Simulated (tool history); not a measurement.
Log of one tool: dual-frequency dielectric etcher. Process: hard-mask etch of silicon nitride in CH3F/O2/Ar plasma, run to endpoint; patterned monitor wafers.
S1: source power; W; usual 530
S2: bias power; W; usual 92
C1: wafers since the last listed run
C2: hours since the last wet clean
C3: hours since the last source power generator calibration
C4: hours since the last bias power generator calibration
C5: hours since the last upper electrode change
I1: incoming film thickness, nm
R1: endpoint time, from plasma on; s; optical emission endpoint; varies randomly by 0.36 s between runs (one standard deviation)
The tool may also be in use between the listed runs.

Run 1, hour 0.0: usual settings but S2 97 W; C1 0; C2 81.9; C3 2512.1; C4 2240.8; C5 3612.1; I1 41.82. Result: R1 51.0 s.
Run 2, hour 93.9: usual settings but S2 97 W; C1 1633; C2 175.8; C3 2606.0; C4 2334.7; C5 3706.0; I1 41.38. Result: R1 49.9 s.
Run 3, hour 135.4: usual settings but S2 97 W; C1 721; C2 217.3; C3 2647.5; C4 2376.2; C5 3747.5; I1 41.22. Result: R1 49.8 s.
Run 4, hour 202.2: usual settings but S2 82 W; C1 1162; C2 284.1; C3 2714.3; C4 2443.0; C5 3814.3; I1 40.94. Result: R1 52.3 s.
Run 5, hour 271.6: usual settings but S2 82 W; C1 1207; C2 353.5; C3 2783.7; C4 2512.4; C5 3883.7; I1 40.78. Result: R1 51.7 s.
Run 6, hour 349.4: usual settings but S2 82 W; C1 1353; C2 431.3; C3 2861.5; C4 2590.2; C5 3961.5; I1 41.47. Result: R1 52.3 s.
At hour 412.4: wet clean of the chamber.
Run 7, hour 418.2: usual settings but S1 500 W; C1 779; C2 5.8; C3 2930.3; C4 2659.0; C5 4030.3; I1 41.31. Result: R1 52.8 s.
Run 8, hour 513.0: usual settings but S1 500 W; C1 1649; C2 100.6; C3 3025.1; C4 2753.8; C5 4125.1; I1 41.32. Result: R1 51.5 s.
Run 9, hour 570.6: usual settings but S1 620 W; C1 1002; C2 158.2; C3 3082.7; C4 2811.4; C5 4182.7; I1 41.37. Result: R1 47.4 s.
Run 10, hour 634.5: usual settings but S1 620 W; C1 1111; C2 222.1; C3 3146.6; C4 2875.3; C5 4246.6; I1 41.47. Result: R1 47.4 s.
Run 11, hour 737.1: usual settings but S2 78 W; C1 1784; C2 324.7; C3 3249.2; C4 2977.9; C5 4349.2; I1 41.18. Result: R1 52.8 s.
Run 12, hour 822.9: usual settings but S1 490 W; C1 1492; C2 410.5; C3 3335.0; C4 3063.7; C5 4435.0; I1 41.00. Result: R1 50.9 s.
Run 13, hour 860.5: usual settings but S1 490 W; C1 654; C2 448.1; C3 3372.6; C4 3101.3; C5 4472.6; I1 41.38. Result: R1 51.4 s.
At hour 922.8: wet clean of the chamber.
Run 14, hour 923.3: usual settings but S1 490 W; C1 675; C2 0.5; C3 3435.4; C4 3164.1; C5 4535.4; I1 40.95. Result: R1 51.7 s.
Run 15, hour 990.7: usual settings but S1 480 W; C1 1172; C2 67.9; C3 3502.8; C4 3231.5; C5 4602.8; I1 41.46. Result: R1 52.4 s.
Run 16, hour 1048.2: usual settings; C1 1000; C2 125.4; C3 3560.3; C4 3289.0; C5 4660.3; I1 40.90. Result: R1 50.6 s.
Run 17, hour 1152.9: usual settings but S1 580 W, S2 101 W; C1 1821; C2 230.1; C3 3665.0; C4 3393.7; C5 4765.0; I1 41.26. Result: R1 47.1 s.
Run 18, hour 1252.0: usual settings but S1 650 W, S2 85 W; C1 1724; C2 329.2; C3 3764.1; C4 3492.8; C5 4864.1; I1 41.35. Result: R1 47.2 s.
At hour 1263.6: source power generator calibrated.
Run 19, hour 1354.3: usual settings; C1 1710; C2 431.5; C3 90.7; C4 3595.1; C5 4966.4; I1 41.61. Result: R1 50.0 s.
Run 20, hour 1419.3: usual settings but S1 630 W, S2 86 W; C1 1130; C2 496.5; C3 155.7; C4 3660.1; C5 5031.4; I1 41.36. Result: R1 48.0 s.
At hour 1477.6: wet clean of the chamber.
Run 21, hour 1509.6: usual settings; C1 1153; C2 32.0; C3 246.0; C4 3750.4; C5 5121.7; I1 41.20. Result: R1 51.5 s.
At hour 1592.6: upper electrode replaced.
Run 22, hour 1593.1: usual settings but S1 600 W, S2 75 W; C1 1035; C2 115.5; C3 329.5; C4 3833.9; C5 0.5; I1 41.13. Result: R1 51.8 s.
At hour 1628.4: bias power generator calibrated.
Run 23, hour 1637.0: usual settings but S1 640 W, S2 102 W; C1 694; C2 159.4; C3 373.4; C4 8.6; C5 44.4; I1 41.01. Result: R1 45.5 s.
Run 24, hour 1742.5: usual settings but S1 480 W, S2 82 W; C1 1835; C2 264.9; C3 478.9; C4 114.1; C5 149.9; I1 41.11. Result: R1 53.8 s.
Run 25, hour 1806.9: usual settings but S1 650 W, S2 79 W; C1 1120; C2 329.3; C3 543.3; C4 178.5; C5 214.3; I1 41.40. Result: R1 49.8 s.
Run 26, hour 1852.1: usual settings but S1 590 W, S2 72 W; C1 786; C2 374.5; C3 588.5; C4 223.7; C5 259.5; I1 41.62. Result: R1 52.5 s.
Run 27, hour 1933.7: usual settings but S1 470 W, S2 77 W; C1 1419; C2 456.1; C3 670.1; C4 305.3; C5 341.1; I1 41.57. Result: R1 56.4 s.
Run 28, hour 2016.5: usual settings but S1 480 W, S2 75 W; C1 1440; C2 538.9; C3 752.9; C4 388.1; C5 423.9; I1 41.10. Result: R1 55.5 s.
At hour 2062.3: wet clean of the chamber.
Run 29, hour 2088.1: usual settings but S1 460 W, S2 115 W; C1 828; C2 25.8; C3 824.5; C4 459.7; C5 495.5; I1 41.40. Result: R1 48.7 s.
Run 30, hour 2139.1: usual settings but S1 590 W; C1 887; C2 76.8; C3 875.5; C4 510.7; C5 546.5; I1 41.61. Result: R1 48.2 s.
Run 31, hour 2240.5: usual settings but S1 480 W, S2 70 W; C1 1764; C2 178.2; C3 976.9; C4 612.1; C5 647.9; I1 41.48. Result: R1 57.1 s.

Alternative continuations, all from the tool just after run 31; predict every row:
Run A, hour 2240.9: usual settings; C1 6; C2 178.6; C3 977.3; C4 612.5; C5 648.3; I1 41.38. Result: R1 ?.
Run B, hour 2240.9: usual settings but S1 610 W, S2 104 W; C1 6; C2 178.6; C3 977.3; C4 612.5; C5 648.3; I1 41.38. Result: R1 ?.
Run C, hour 2240.9: usual settings but S1 440 W, S2 110 W; C1 6; C2 178.6; C3 977.3; C4 612.5; C5 648.3; I1 41.38. Result: R1 ?.

run    R1
  A  50.0
  B  45.5
  C  50.4
Without the tool's unlogged condition, the same runs would have read:
run    R1
  A  51.0
  B  46.5
  C  51.5
